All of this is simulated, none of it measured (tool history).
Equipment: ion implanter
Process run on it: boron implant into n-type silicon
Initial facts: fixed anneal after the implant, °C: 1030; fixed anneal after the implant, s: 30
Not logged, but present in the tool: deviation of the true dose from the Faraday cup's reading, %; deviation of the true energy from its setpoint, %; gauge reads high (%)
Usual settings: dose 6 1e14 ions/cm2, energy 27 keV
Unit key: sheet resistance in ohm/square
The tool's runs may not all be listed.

run	hour	dose	energy	wafers since the last listed run	hours since the last dose calibration	hours since the extraction supply was calibrated	hours since the gauge calibration	read-back reference wafer on the same gauge, sheet resistance	sheet resistance
1	0	6.43	27	0	1546.9	6730.3	223.1	140.03	170.21
2	17.8	6	27	419	1564.7	6748.1	240.9	139.93	179.86
3	24.2	6	27	150	1571.1	6754.5	247.3	140.02	180.12
4	36.8	6	27	296	1583.7	6767.1	259.9	139.99	180.24
5	50.8	6	27	329	1597.7	6781.1	273.9	139.98	180.34
6	59.5	6	27	204	1606.4	6789.8	282.6	139.96	179.98
7	66.2	6	27	157	1613.1	6796.5	289.3	140.03	180.32
8	75.9	6	27	228	1622.8	6806.2	299	140	181.01
9	84.5	6	24	202	1631.4	6814.8	307.6	139.97	182.85
10	100.9	6	24	386	1647.8	6831.2	324	139.98	183.57
# hour 111: extraction supply calibrated
11	111.5	6	24	61	1658.4	0.5	334.6	140.01	183.22
12	118	6	27	153	1664.9	7	341.1	140.02	181.44
13	127.6	6	27	226	1674.5	16.6	350.7	140.07	181.13
14	145.6	6	27	423	1692.5	34.6	368.7	139.99	181.41
15	152.3	4.77	21.5	157	1699.2	41.3	375.4	139.99	225.12
16	162.3	6	27	235	1709.2	51.3	385.4	140.03	181.17
17	176.1	6	27	324	1723	65.1	399.2	140	181.63
# hour 192.7: gauge calibrated
# hour 197.5: Faraday cup replaced and dose calibrated
18	198	5.4	31	327	0.5	87	5.3	139.97	184.33
19	201.7	6	27	87	4.2	90.7	9	140.03	170.68
20	214.4	4.77	21.5	298	16.9	103.4	21.7	139.99	213.27
21	227.9	6	32.5	317	30.4	116.9	35.2	140.06	168.35
22	243.4	6	27	364	45.9	132.4	50.7	140.01	170.44
23	261.4	6	30	423	63.9	150.4	68.7	140.03	169.52
24	271.2	6.76	21.5	230	73.7	160.2	78.5	140.04	158.93
25	279.5	5.47	34	195	82	168.5	86.8	140.05	180.63
26	290.2	7.57	23.5	251	92.7	179.2	97.5	140	142.76
27	298.7	6.94	34	200	101.2	187.7	106	140.01	148.63
28	309.8	6.64	23	261	112.3	198.8	117.1	140.03	159.7
29	326.1	6.48	36	383	128.6	215.1	133.4	139.95	155.76
30	333.7	4.54	30.5	178	136.2	222.7	141	140.03	213.26
31	341.5	7.5	34	183	144	230.5	148.8	140.04	139.15
32	350.9	7.63	35	221	153.4	239.9	158.2	140.04	136.12
33	361.8	6	24	256	164.3	250.8	169.1	140.05	173.68
34	369.8	6	27	188	172.3	258.8	177.1	139.97	171.42

Consider 3 possible next runs. They are alternatives, not a sequence: every one starts from the tool as it was left by run 34. What does each give?
A	370.2	6	27	9	172.7	259.2	177.5	?	?
B	370.2	7.74	34.5	9	172.7	259.2	177.5	?	?
C	370.2	5.37	36	9	172.7	259.2	177.5	?	?

run	read-back reference wafer on the same gauge, sheet resistance	sheet resistance
A	139.98	171.18
B	139.98	135.23
C	139.98	181.78
With no hidden state in the tool, these same runs would have given:
run	sheet resistance
A	171.31
B	135.33
C	181.92
